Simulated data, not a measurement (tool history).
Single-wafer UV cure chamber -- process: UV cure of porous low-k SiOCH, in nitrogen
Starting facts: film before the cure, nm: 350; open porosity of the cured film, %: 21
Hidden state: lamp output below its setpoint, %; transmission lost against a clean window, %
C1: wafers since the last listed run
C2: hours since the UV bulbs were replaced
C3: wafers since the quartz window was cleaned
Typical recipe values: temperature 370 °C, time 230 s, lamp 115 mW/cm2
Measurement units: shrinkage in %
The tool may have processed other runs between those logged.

{"run": 1, "hour": 0.0, "temperature": 370, "time": 230, "lamp": 115, "C1": 0, "C2": 1827.8, "C3": 1232, "shrinkage": 12.04}
{"hour": 32.8, "done": "quartz window cleaned"}
{"run": 2, "hour": 33.3, "temperature": 370, "time": 230, "lamp": 115, "C1": 157, "C2": 1861.1, "C3": 3, "shrinkage": 12.869}
{"run": 3, "hour": 71.9, "temperature": 370, "time": 230, "lamp": 92, "C1": 240, "C2": 1899.7, "C3": 243, "shrinkage": 11.623}
{"run": 4, "hour": 105.1, "temperature": 370, "time": 230, "lamp": 92, "C1": 206, "C2": 1932.9, "C3": 450, "shrinkage": 11.555}
{"run": 5, "hour": 158.7, "temperature": 370, "time": 230, "lamp": 92, "C1": 333, "C2": 1986.5, "C3": 784, "shrinkage": 11.484}
{"run": 6, "hour": 201.0, "temperature": 370, "time": 230, "lamp": 115, "C1": 263, "C2": 2028.8, "C3": 1048, "shrinkage": 12.108}
{"run": 7, "hour": 240.7, "temperature": 370, "time": 230, "lamp": 115, "C1": 247, "C2": 2068.5, "C3": 1295, "shrinkage": 11.694}
{"hour": 251.0, "done": "quartz window cleaned"}
{"run": 8, "hour": 275.6, "temperature": 370, "time": 230, "lamp": 115, "C1": 167, "C2": 2103.4, "C3": 153, "shrinkage": 12.967}
{"run": 9, "hour": 310.7, "temperature": 370, "time": 230, "lamp": 115, "C1": 218, "C2": 2138.5, "C3": 372, "shrinkage": 12.721}
{"run": 10, "hour": 370.1, "temperature": 370, "time": 230, "lamp": 115, "C1": 370, "C2": 2197.9, "C3": 742, "shrinkage": 12.525}
{"run": 11, "hour": 425.4, "temperature": 370, "time": 275, "lamp": 115, "C1": 344, "C2": 2253.2, "C3": 1086, "shrinkage": 12.822}
{"hour": 460.7, "done": "quartz window cleaned"}
{"run": 12, "hour": 493.5, "temperature": 370, "time": 230, "lamp": 105, "C1": 374, "C2": 2321.3, "C3": 204, "shrinkage": 12.311}
{"run": 13, "hour": 547.2, "temperature": 350, "time": 165, "lamp": 115, "C1": 334, "C2": 2375.0, "C3": 539, "shrinkage": 10.503}
{"run": 14, "hour": 595.3, "temperature": 370, "time": 230, "lamp": 115, "C1": 299, "C2": 2423.1, "C3": 838, "shrinkage": 12.615}
{"run": 15, "hour": 624.1, "temperature": 370, "time": 230, "lamp": 115, "C1": 179, "C2": 2451.9, "C3": 1018, "shrinkage": 12.3}
{"run": 16, "hour": 678.9, "temperature": 370, "time": 230, "lamp": 115, "C1": 341, "C2": 2506.7, "C3": 1359, "shrinkage": 12.218}
{"hour": 718.1, "done": "quartz window cleaned"}
{"run": 17, "hour": 720.9, "temperature": 370, "time": 95, "lamp": 92, "C1": 211, "C2": 2548.7, "C3": 17, "shrinkage": 7.431}
{"run": 18, "hour": 779.4, "temperature": 386, "time": 230, "lamp": 115, "C1": 364, "C2": 2607.2, "C3": 381, "shrinkage": 13.043}
{"hour": 800.7, "done": "UV bulbs replaced"}
{"run": 19, "hour": 808.1, "temperature": 352, "time": 230, "lamp": 115, "C1": 128, "C2": 7.4, "C3": 510, "shrinkage": 12.043}
{"run": 20, "hour": 876.7, "temperature": 370, "time": 325, "lamp": 126, "C1": 427, "C2": 76.0, "C3": 937, "shrinkage": 14.132}
{"run": 21, "hour": 930.5, "temperature": 384, "time": 230, "lamp": 87, "C1": 335, "C2": 129.8, "C3": 1272, "shrinkage": 10.799}
{"hour": 952.9, "done": "quartz window cleaned"}
{"run": 22, "hour": 1036.4, "temperature": 370, "time": 230, "lamp": 115, "C1": 609, "C2": 235.7, "C3": 520, "shrinkage": 12.675}
{"run": 23, "hour": 1089.5, "temperature": 375, "time": 165, "lamp": 88, "C1": 330, "C2": 288.8, "C3": 851, "shrinkage": 9.485}
{"run": 24, "hour": 1120.3, "temperature": 386, "time": 305, "lamp": 93, "C1": 191, "C2": 319.6, "C3": 1042, "shrinkage": 12.719}

Branching from run 24: 3 alternative next runs. What would each branch give?
{"run": "A", "hour": 1120.8, "temperature": 351, "time": 230, "lamp": 115, "C1": 3, "C2": 320.1, "C3": 1046, "shrinkage": "?"}
{"run": "B", "hour": 1120.8, "temperature": 380, "time": 320, "lamp": 78, "C1": 3, "C2": 320.1, "C3": 1046, "shrinkage": "?"}
{"run": "C", "hour": 1120.8, "temperature": 383, "time": 285, "lamp": 96, "C1": 3, "C2": 320.1, "C3": 1046, "shrinkage": "?"}

run=A shrinkage=11.790
run=B shrinkage=12.114
run=C shrinkage=12.632
The same runs, with their run-to-run variation unchanged, on a tool lacking any hidden condition would have given:
run=A shrinkage=12.630
run=B shrinkage=12.960
run=C shrinkage=13.487
